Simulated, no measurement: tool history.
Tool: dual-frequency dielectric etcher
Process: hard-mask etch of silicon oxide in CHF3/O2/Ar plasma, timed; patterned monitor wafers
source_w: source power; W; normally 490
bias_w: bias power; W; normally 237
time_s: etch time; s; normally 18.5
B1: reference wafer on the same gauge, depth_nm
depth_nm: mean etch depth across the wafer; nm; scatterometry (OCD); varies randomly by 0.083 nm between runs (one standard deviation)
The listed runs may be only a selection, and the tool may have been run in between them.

run 1 hour=0.0 | source_w=540 bias_w=237 time_s=18.5 | B1=37.99 | depth_nm=39.15
run 2 hour=7.7 | source_w=490 bias_w=215 time_s=18.5 | B1=37.99 | depth_nm=36.37
run 3 hour=21.6 | source_w=490 bias_w=215 time_s=18.5 | B1=38.01 | depth_nm=36.19
run 4 hour=39.2 | source_w=490 bias_w=237 time_s=15.5 | B1=38.02 | depth_nm=31.38
run 5 hour=45.6 | source_w=490 bias_w=237 time_s=15.5 | B1=38.00 | depth_nm=31.34
run 6 hour=60.1 | source_w=490 bias_w=237 time_s=15.5 | B1=37.99 | depth_nm=31.44
run 7 hour=77.6 | source_w=490 bias_w=237 time_s=18.5 | B1=38.01 | depth_nm=37.52
run 8 hour=90.1 | source_w=490 bias_w=237 time_s=18.5 | B1=38.03 | depth_nm=37.69
run 9 hour=97.9 | source_w=490 bias_w=237 time_s=18.5 | B1=38.00 | depth_nm=37.49
run 10 hour=143.3 | source_w=490 bias_w=212 time_s=18.5 | B1=38.01 | depth_nm=36.32
run 11 hour=157.5 | source_w=490 bias_w=258 time_s=17.0 | B1=38.02 | depth_nm=35.58
run 12 hour=164.9 | source_w=490 bias_w=237 time_s=18.5 | B1=37.99 | depth_nm=37.65
run 13 hour=176.4 | source_w=490 bias_w=237 time_s=18.5 | B1=37.99 | depth_nm=37.51
run 14 hour=192.6 | source_w=490 bias_w=237 time_s=18.5 | B1=38.01 | depth_nm=37.73
-- hour=219.4 wet clean of the chamber
run 15 hour=219.9 | source_w=490 bias_w=266 time_s=17.0 | B1=37.99 | depth_nm=34.37
run 16 hour=221.4 | source_w=450 bias_w=181 time_s=21.5 | B1=37.99 | depth_nm=36.81
run 17 hour=240.9 | source_w=490 bias_w=237 time_s=18.5 | B1=37.99 | depth_nm=35.98
-- hour=269.2 upper electrode replaced
-- hour=272.9 gauge calibrated
-- hour=274.4 wet clean of the chamber, repeated, since the last time left the tool worse
run 18 hour=274.9 | source_w=490 bias_w=237 time_s=21.0 | B1=37.97 | depth_nm=41.93
run 19 hour=275.2 | source_w=420 bias_w=182 time_s=23.0 | B1=38.00 | depth_nm=39.46
run 20 hour=278.9 | source_w=420 bias_w=237 time_s=22.5 | B1=37.98 | depth_nm=41.98
-- hour=297.0 bias power generator calibrated
-- hour=299.2 source power generator calibrated
run 21 hour=321.0 | source_w=490 bias_w=237 time_s=18.5 | B1=37.99 | depth_nm=37.09
run 22 hour=329.8 | source_w=490 bias_w=237 time_s=18.5 | B1=38.01 | depth_nm=37.07
run 23 hour=339.9 | source_w=410 bias_w=237 time_s=18.5 | B1=38.02 | depth_nm=34.28
run 24 hour=348.6 | source_w=490 bias_w=237 time_s=18.5 | B1=38.04 | depth_nm=37.14
run 25 hour=358.3 | source_w=550 bias_w=237 time_s=18.5 | B1=38.04 | depth_nm=39.20
run 26 hour=365.6 | source_w=380 bias_w=237 time_s=16.0 | B1=37.96 | depth_nm=28.73
run 27 hour=378.1 | source_w=410 bias_w=237 time_s=18.5 | B1=38.01 | depth_nm=34.22
run 28 hour=384.3 | source_w=590 bias_w=275 time_s=20.5 | B1=37.98 | depth_nm=46.98

Here are 3 independent what-if runs from the current tool condition. What would each one return?
run A hour=384.7 | source_w=490 bias_w=237 time_s=18.5 | B1=? | depth_nm=?
run B hour=384.7 | source_w=490 bias_w=199 time_s=18.5 | B1=? | depth_nm=?
run C hour=384.7 | source_w=590 bias_w=207 time_s=15.0 | B1=? | depth_nm=?

run=A B1=37.98 depth_nm=37.09
run=B B1=37.98 depth_nm=35.08
run=C B1=37.98 depth_nm=31.26
With the hidden condition removed and each run's random variation left untouched, the same runs would have given:
run=A depth_nm=36.94
run=B depth_nm=34.94
run=C depth_nm=31.14

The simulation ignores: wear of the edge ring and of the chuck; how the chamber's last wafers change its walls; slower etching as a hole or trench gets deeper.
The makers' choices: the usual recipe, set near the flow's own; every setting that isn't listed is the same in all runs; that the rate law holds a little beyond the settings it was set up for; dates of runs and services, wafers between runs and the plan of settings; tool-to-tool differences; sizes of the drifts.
